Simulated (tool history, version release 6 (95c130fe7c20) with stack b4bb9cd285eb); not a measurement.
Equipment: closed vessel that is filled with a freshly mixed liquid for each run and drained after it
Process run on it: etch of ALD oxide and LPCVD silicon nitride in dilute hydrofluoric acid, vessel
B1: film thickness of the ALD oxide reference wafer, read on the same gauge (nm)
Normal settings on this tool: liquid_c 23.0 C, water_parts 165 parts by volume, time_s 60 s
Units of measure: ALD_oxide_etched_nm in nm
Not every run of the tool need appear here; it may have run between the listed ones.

{"run": 1, "hour": 0.0, "liquid_c": 24.0, "water_parts": 165, "time_s": 60, "B1": 90.04, "ALD_oxide_etched_nm": 4.9}
{"run": 2, "hour": 12.5, "liquid_c": 23.0, "water_parts": 165, "time_s": 85, "B1": 89.99, "ALD_oxide_etched_nm": 6.62}
{"run": 3, "hour": 25.5, "liquid_c": 23.0, "water_parts": 165, "time_s": 60, "B1": 90.02, "ALD_oxide_etched_nm": 4.73}
{"run": 4, "hour": 33.9, "liquid_c": 23.0, "water_parts": 165, "time_s": 60, "B1": 89.96, "ALD_oxide_etched_nm": 4.74}
{"run": 5, "hour": 45.0, "liquid_c": 23.0, "water_parts": 165, "time_s": 60, "B1": 89.98, "ALD_oxide_etched_nm": 4.75}
{"run": 6, "hour": 52.1, "liquid_c": 23.0, "water_parts": 165, "time_s": 60, "B1": 89.98, "ALD_oxide_etched_nm": 4.75}
{"run": 7, "hour": 58.8, "liquid_c": 23.0, "water_parts": 165, "time_s": 60, "B1": 89.96, "ALD_oxide_etched_nm": 4.7}
{"run": 8, "hour": 71.2, "liquid_c": 23.0, "water_parts": 165, "time_s": 60, "B1": 90.01, "ALD_oxide_etched_nm": 4.71}
{"run": 9, "hour": 84.4, "liquid_c": 25.0, "water_parts": 165, "time_s": 75, "B1": 90.0, "ALD_oxide_etched_nm": 6.36}
{"hour": 91.3, "done": "hydrofluoric acid flow meter replaced"}
{"run": 10, "hour": 92.7, "liquid_c": 25.0, "water_parts": 165, "time_s": 75, "B1": 90.0, "ALD_oxide_etched_nm": 7.31}
{"hour": 94.7, "done": "thermometer replaced"}
{"run": 11, "hour": 100.7, "liquid_c": 23.0, "water_parts": 165, "time_s": 70, "B1": 89.98, "ALD_oxide_etched_nm": 6.34}
{"run": 12, "hour": 114.7, "liquid_c": 23.0, "water_parts": 165, "time_s": 70, "B1": 90.03, "ALD_oxide_etched_nm": 6.31}
{"run": 13, "hour": 129.5, "liquid_c": 23.0, "water_parts": 165, "time_s": 35, "B1": 90.0, "ALD_oxide_etched_nm": 3.13}
{"run": 14, "hour": 137.9, "liquid_c": 23.0, "water_parts": 165, "time_s": 60, "B1": 89.98, "ALD_oxide_etched_nm": 5.38}
{"hour": 139.6, "done": "gauge calibrated"}
{"run": 15, "hour": 153.2, "liquid_c": 23.0, "water_parts": 165, "time_s": 60, "B1": 89.98, "ALD_oxide_etched_nm": 5.43}
{"run": 16, "hour": 160.5, "liquid_c": 23.0, "water_parts": 135, "time_s": 35, "B1": 90.0, "ALD_oxide_etched_nm": 4.01}
{"run": 17, "hour": 167.4, "liquid_c": 23.0, "water_parts": 165, "time_s": 60, "B1": 89.96, "ALD_oxide_etched_nm": 5.38}
{"run": 18, "hour": 173.7, "liquid_c": 25.0, "water_parts": 195, "time_s": 30, "B1": 90.03, "ALD_oxide_etched_nm": 2.38}
{"run": 19, "hour": 188.2, "liquid_c": 23.0, "water_parts": 205, "time_s": 70, "B1": 89.96, "ALD_oxide_etched_nm": 4.86}
{"run": 20, "hour": 204.3, "liquid_c": 23.0, "water_parts": 205, "time_s": 50, "B1": 90.0, "ALD_oxide_etched_nm": 3.43}
{"run": 21, "hour": 230.0, "liquid_c": 23.0, "water_parts": 165, "time_s": 60, "B1": 90.0, "ALD_oxide_etched_nm": 5.39}
{"run": 22, "hour": 244.1, "liquid_c": 27.5, "water_parts": 165, "time_s": 70, "B1": 89.99, "ALD_oxide_etched_nm": 7.4}
{"run": 23, "hour": 253.0, "liquid_c": 21.5, "water_parts": 145, "time_s": 30, "B1": 90.0, "ALD_oxide_etched_nm": 2.96}
{"run": 24, "hour": 260.2, "liquid_c": 25.5, "water_parts": 225, "time_s": 60, "B1": 90.0, "ALD_oxide_etched_nm": 4.03}
{"run": 25, "hour": 277.8, "liquid_c": 23.0, "water_parts": 165, "time_s": 60, "B1": 90.02, "ALD_oxide_etched_nm": 5.33}

3 ways to go on from here, each from the tool as it stands after run 25. What would each give?
{"run": "A", "hour": 278.5, "liquid_c": 18.0, "water_parts": 165, "time_s": 60, "B1": "?", "ALD_oxide_etched_nm": "?"}
{"run": "B", "hour": 278.5, "liquid_c": 19.5, "water_parts": 130, "time_s": 50, "B1": "?", "ALD_oxide_etched_nm": "?"}
{"run": "C", "hour": 278.5, "liquid_c": 20.0, "water_parts": 115, "time_s": 90, "B1": "?", "ALD_oxide_etched_nm": "?"}

run=A B1=90.01 ALD_oxide_etched_nm=4.42
run=B B1=90.01 ALD_oxide_etched_nm=5.14
run=C B1=90.01 ALD_oxide_etched_nm=10.86
The same runs, with their run-to-run variation unchanged, on a tool lacking any hidden condition would have given:
run=A ALD_oxide_etched_nm=4.54
run=B ALD_oxide_etched_nm=5.29
run=C ALD_oxide_etched_nm=11.15

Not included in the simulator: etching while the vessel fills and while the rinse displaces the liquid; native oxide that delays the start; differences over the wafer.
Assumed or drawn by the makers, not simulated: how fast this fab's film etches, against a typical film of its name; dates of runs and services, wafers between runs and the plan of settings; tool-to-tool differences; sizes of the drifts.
